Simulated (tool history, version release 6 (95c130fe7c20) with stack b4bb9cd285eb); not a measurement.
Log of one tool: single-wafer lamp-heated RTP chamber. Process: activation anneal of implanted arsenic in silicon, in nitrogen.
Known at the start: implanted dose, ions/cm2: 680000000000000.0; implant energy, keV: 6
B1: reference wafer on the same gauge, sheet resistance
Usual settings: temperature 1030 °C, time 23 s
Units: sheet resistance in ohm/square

run 1 hour=0.0 | temperature=1030 time=17 | B1=156.00 | sheet_resistance=175.42
run 2 hour=59.4 | temperature=1030 time=30 | B1=155.95 | sheet_resistance=163.88
run 3 hour=103.2 | temperature=1030 time=30 | B1=156.11 | sheet_resistance=164.08
run 4 hour=156.2 | temperature=1030 time=30 | B1=156.00 | sheet_resistance=163.15
run 5 hour=200.2 | temperature=1040 time=23 | B1=156.05 | sheet_resistance=164.12
run 6 hour=241.9 | temperature=1030 time=26 | B1=155.99 | sheet_resistance=165.18
run 7 hour=299.9 | temperature=1030 time=26 | B1=156.01 | sheet_resistance=165.46
run 8 hour=355.9 | temperature=1007 time=23 | B1=155.96 | sheet_resistance=178.11

Run 9 comes next. What will it give?
run 9 hour=425.9 | temperature=1030 time=23 | B1=? | sheet_resistance=?

Run 9 gave B1 156.10, sheet resistance 166.74 ohm/square.
Without the tool's hidden state the same run would have given sheet resistance 171.22 ohm/square.
